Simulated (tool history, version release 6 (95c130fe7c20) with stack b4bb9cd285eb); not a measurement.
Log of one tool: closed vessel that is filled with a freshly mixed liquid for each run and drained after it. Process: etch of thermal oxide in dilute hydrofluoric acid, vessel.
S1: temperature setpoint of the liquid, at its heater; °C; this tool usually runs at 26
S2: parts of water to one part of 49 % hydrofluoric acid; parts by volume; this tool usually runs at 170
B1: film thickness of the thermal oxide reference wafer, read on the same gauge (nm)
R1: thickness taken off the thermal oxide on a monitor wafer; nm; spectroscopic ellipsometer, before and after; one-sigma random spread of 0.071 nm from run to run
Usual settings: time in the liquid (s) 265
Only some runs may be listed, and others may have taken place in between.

{"run": 1, "hour": 0.0, "S1": 26, "S2": 145, "time in the liquid (s)": 265, "B1": 61.59, "R1": 9.3}
{"run": 2, "hour": 20.2, "S1": 26, "S2": 145, "time in the liquid (s)": 265, "B1": 61.63, "R1": 9.22}
{"run": 3, "hour": 47.8, "S1": 26, "S2": 145, "time in the liquid (s)": 265, "B1": 61.66, "R1": 9.28}
{"run": 4, "hour": 75.5, "S1": 26, "S2": 170, "time in the liquid (s)": 200, "B1": 61.7, "R1": 5.78}
{"run": 5, "hour": 94.6, "S1": 26, "S2": 170, "time in the liquid (s)": 265, "B1": 61.71, "R1": 7.74}
{"run": 6, "hour": 122.5, "S1": 26, "S2": 170, "time in the liquid (s)": 265, "B1": 61.68, "R1": 7.7}
{"run": 7, "hour": 141.5, "S1": 26, "S2": 170, "time in the liquid (s)": 265, "B1": 61.69, "R1": 7.6}
{"hour": 149.0, "done": "gauge calibrated"}
{"run": 8, "hour": 175.8, "S1": 26, "S2": 170, "time in the liquid (s)": 265, "B1": 60.52, "R1": 7.64}
{"run": 9, "hour": 196.0, "S1": 24, "S2": 170, "time in the liquid (s)": 265, "B1": 60.65, "R1": 6.92}
{"hour": 208.3, "done": "hydrofluoric acid flow meter replaced"}
{"run": 10, "hour": 212.2, "S1": 29, "S2": 170, "time in the liquid (s)": 265, "B1": 60.79, "R1": 8.53}
{"run": 11, "hour": 242.3, "S1": 29, "S2": 170, "time in the liquid (s)": 265, "B1": 60.94, "R1": 8.5}
{"run": 12, "hour": 274.2, "S1": 26, "S2": 120, "time in the liquid (s)": 265, "B1": 61.13, "R1": 11.37}
{"run": 13, "hour": 291.9, "S1": 23, "S2": 145, "time in the liquid (s)": 205, "B1": 61.2, "R1": 6.22}
{"run": 14, "hour": 326.0, "S1": 26, "S2": 170, "time in the liquid (s)": 265, "B1": 61.34, "R1": 7.68}
{"run": 15, "hour": 342.5, "S1": 26, "S2": 170, "time in the liquid (s)": 265, "B1": 61.38, "R1": 7.69}
{"run": 16, "hour": 355.9, "S1": 26, "S2": 170, "time in the liquid (s)": 265, "B1": 61.46, "R1": 7.67}
{"run": 17, "hour": 372.5, "S1": 30, "S2": 235, "time in the liquid (s)": 115, "B1": 61.47, "R1": 2.56}
{"hour": 377.1, "done": "thermometer replaced"}
{"run": 18, "hour": 400.5, "S1": 26, "S2": 170, "time in the liquid (s)": 265, "B1": 61.58, "R1": 7.75}
{"run": 19, "hour": 430.6, "S1": 24.5, "S2": 245, "time in the liquid (s)": 340, "B1": 61.7, "R1": 5.86}
{"run": 20, "hour": 450.4, "S1": 26, "S2": 170, "time in the liquid (s)": 115, "B1": 61.73, "R1": 3.36}
{"run": 21, "hour": 479.6, "S1": 30.5, "S2": 170, "time in the liquid (s)": 390, "B1": 61.8, "R1": 13.47}
{"run": 22, "hour": 506.8, "S1": 26, "S2": 170, "time in the liquid (s)": 265, "B1": 61.88, "R1": 7.61}
{"run": 23, "hour": 524.0, "S1": 28.5, "S2": 170, "time in the liquid (s)": 265, "B1": 61.91, "R1": 8.51}
{"run": 24, "hour": 546.5, "S1": 22.5, "S2": 215, "time in the liquid (s)": 425, "B1": 61.96, "R1": 8.17}
{"run": 25, "hour": 576.5, "S1": 28, "S2": 105, "time in the liquid (s)": 360, "B1": 61.99, "R1": 19.88}
{"run": 26, "hour": 607.5, "S1": 26, "S2": 170, "time in the liquid (s)": 265, "B1": 62.05, "R1": 7.64}
{"run": 27, "hour": 626.4, "S1": 30.5, "S2": 115, "time in the liquid (s)": 265, "B1": 62.07, "R1": 14.8}
{"run": 28, "hour": 647.6, "S1": 26, "S2": 135, "time in the liquid (s)": 265, "B1": 62.11, "R1": 9.96}
{"run": 29, "hour": 674.7, "S1": 24, "S2": 110, "time in the liquid (s)": 330, "B1": 62.16, "R1": 14.68}
{"run": 30, "hour": 736.9, "S1": 26, "S2": 170, "time in the liquid (s)": 265, "B1": 62.23, "R1": 7.69}
{"run": 31, "hour": 769.9, "S1": 26, "S2": 170, "time in the liquid (s)": 265, "B1": 62.23, "R1": 7.74}
{"run": 32, "hour": 785.5, "S1": 26, "S2": 170, "time in the liquid (s)": 155, "B1": 62.22, "R1": 4.63}
{"run": 33, "hour": 886.2, "S1": 29.5, "S2": 250, "time in the liquid (s)": 330, "B1": 62.36, "R1": 6.73}

Give the tool's hidden conditions for every run:
liquid colder than its thermometer reads (K): 0 at every run
hydrofluoric acid flow above the setpoint (%): 0 at every run
H1: gauge reads high (%)
run=1 H1=2.71
run=2 H1=2.73
run=3 H1=2.75
run=4 H1=2.77
run=5 H1=2.78
run=6 H1=2.8
run=7 H1=2.81
run=8 H1=0.874
run=9 H1=1.1
run=10 H1=1.27
run=11 H1=1.56
run=12 H1=1.83
run=13 H1=1.97
run=14 H1=2.22
run=15 H1=2.33
run=16 H1=2.41
run=17 H1=2.51
run=18 H1=2.66
run=19 H1=2.81
run=20 H1=2.9
run=21 H1=3.03
run=22 H1=3.13
run=23 H1=3.19
run=24 H1=3.26
run=25 H1=3.35
run=26 H1=3.44
run=27 H1=3.48
run=28 H1=3.53
run=29 H1=3.59
run=30 H1=3.7
run=31 H1=3.75
run=32 H1=3.78
run=33 H1=3.89
